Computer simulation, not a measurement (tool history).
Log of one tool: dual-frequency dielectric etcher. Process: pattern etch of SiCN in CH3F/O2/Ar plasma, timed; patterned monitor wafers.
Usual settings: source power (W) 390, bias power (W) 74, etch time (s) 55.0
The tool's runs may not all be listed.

run,hour,source power (W),bias power (W),etch time (s),wafers since the last listed run,hours since the last wet clean,hours since the last source power generator calibration,hours since the last bias power generator calibration,hours since the last upper electrode change,hours since the gauge calibration,"read-back reference wafer on the same gauge, depth_nm",mean etch depth across the wafer (Å)
1,0.0,390,74,55.0,0,121.3,1794.0,2144.6,3053.3,820.2,23.10,216.0
2,31.1,390,74,55.0,272,152.4,1825.1,2175.7,3084.4,851.3,23.10,217.6
3,62.6,390,74,61.5,276,183.9,1856.6,2207.2,3115.9,882.8,23.10,242.4
4,137.0,390,74,61.5,652,258.3,1931.0,2281.6,3190.3,957.2,23.10,243.2
# hour 166.4: gauge calibrated
5,183.2,390,74,55.0,404,304.5,1977.2,2327.8,3236.5,16.8,23.10,217.8
6,252.0,320,74,55.0,602,373.3,2046.0,2396.6,3305.3,85.6,23.10,206.0
# hour 331.0: wet clean of the chamber
7,331.5,390,74,55.0,486,0.5,2125.5,2476.1,3384.8,165.1,23.09,215.3
8,376.2,390,74,55.0,391,45.2,2170.2,2520.8,3429.5,209.8,23.10,215.2
9,405.8,390,74,55.0,259,74.8,2199.8,2550.4,3459.1,239.4,23.10,215.5
10,463.8,390,66,47.5,508,132.8,2257.8,2608.4,3517.1,297.4,23.10,182.8
# hour 499.8: source power generator calibrated
11,529.6,390,66,47.5,541,198.6,29.8,2674.2,3582.9,363.2,23.10,180.7
12,572.3,390,66,47.5,374,241.3,72.5,2716.9,3625.6,405.9,23.11,180.3
13,636.7,390,74,55.0,564,305.7,136.9,2781.3,3690.0,470.3,23.10,214.8
14,685.0,410,74,42.5,423,354.0,185.2,2829.6,3738.3,518.6,23.10,168.0
# hour 725.2: upper electrode replaced
15,749.0,440,74,55.0,350,418.0,249.2,2893.6,23.8,582.6,23.10,223.6
# hour 806.2: wet clean of the chamber
# hour 807.7: bias power generator calibrated
16,808.2,310,74,55.0,295,2.0,308.4,0.5,83.0,641.8,23.11,201.0
17,835.6,390,82,55.0,240,29.4,335.8,27.9,110.4,669.2,23.10,218.2
18,859.9,310,65,43.5,212,53.7,360.1,52.2,134.7,693.5,23.11,155.4
19,931.2,390,74,55.0,624,125.0,431.4,123.5,206.0,764.8,23.10,213.6
20,991.2,420,67,55.0,525,185.0,491.4,183.5,266.0,824.8,23.09,214.9
21,1043.3,390,74,55.0,456,237.1,543.5,235.6,318.1,876.9,23.10,215.1
22,1103.9,390,66,47.5,531,297.7,604.1,296.2,378.7,937.5,23.10,181.8
23,1133.1,360,85,55.0,255,326.9,633.3,325.4,407.9,966.7,23.10,218.4
24,1163.8,390,90,68.0,269,357.6,664.0,356.1,438.6,997.4,23.10,278.8
25,1224.5,450,67,45.5,531,418.3,724.7,416.8,499.3,1058.1,23.10,182.7
# hour 1234.7: gauge calibrated
26,1271.7,350,91,71.0,413,465.5,771.9,464.0,546.5,37.0,23.11,285.6
# hour 1333.8: wet clean of the chamber
27,1461.5,390,74,55.0,1453,127.7,961.7,653.8,736.3,226.8,23.10,215.1
28,1517.7,390,74,55.0,492,183.9,1017.9,710.0,792.5,283.0,23.10,216.2
29,1549.3,390,74,55.0,276,215.5,1049.5,741.6,824.1,314.6,23.09,216.6
30,1596.5,390,74,55.0,413,262.7,1096.7,788.8,871.3,361.8,23.10,216.9
31,1640.1,290,80,41.5,382,306.3,1140.3,832.4,914.9,405.4,23.09,154.9

How the hidden state differs across the entries between the runs, from the last listed run before each to the first after it:
Between runs 4 and 5: gauge calibrated (hour 166.4)
  etch rate over this chamber's usual, %: 0.704 -> 0.841; source power that arrives over what is set, %: 4.55 -> 4.58
  measured less the result without the state, mean etch depth across the wafer (Å): +4.7 -> +4.5
Between runs 6 and 7: wet clean of the chamber (hour 331.0)
  etch rate over this chamber's usual, %: 1.05 -> -0.172; source power that arrives over what is set, %: 4.62 -> 4.66
  measured less the result without the state, mean etch depth across the wafer (Å): +4.7 -> +2.3
Between runs 10 and 11: source power generator calibrated (hour 499.8)
  etch rate over this chamber's usual, %: 0.221 -> 0.417; source power that arrives over what is set, %: 4.73 -> -0.0865
  measured less the result without the state, mean etch depth across the wafer (Å): +2.7 -> +0.7
Between runs 14 and 15: upper electrode replaced (hour 725.2)
  etch rate over this chamber's usual, %: 0.879 -> 1.07; source power that arrives over what is set, %: 0.744 -> 1.05
  measured less the result without the state, mean etch depth across the wafer (Å): +1.8 -> +3.0
Between runs 15 and 16: wet clean of the chamber (hour 806.2); bias power generator calibrated (hour 807.7)
  etch rate over this chamber's usual, %: 1.07 -> -0.212; source power that arrives over what is set, %: 1.05 -> 1.3
  measured less the result without the state, mean etch depth across the wafer (Å): +3.0 -> +0.3
Between runs 25 and 26: gauge calibrated (hour 1234.7)
  etch rate over this chamber's usual, %: 1.02 -> 1.17; source power that arrives over what is set, %: 2.71 -> 2.83
  measured less the result without the state, mean etch depth across the wafer (Å): +3.1 -> +5.4
Between runs 26 and 27: wet clean of the chamber (hour 1333.8)
  etch rate over this chamber's usual, %: 1.17 -> 0.484; source power that arrives over what is set, %: 2.83 -> 3.25
  measured less the result without the state, mean etch depth across the wafer (Å): +5.4 -> +2.9
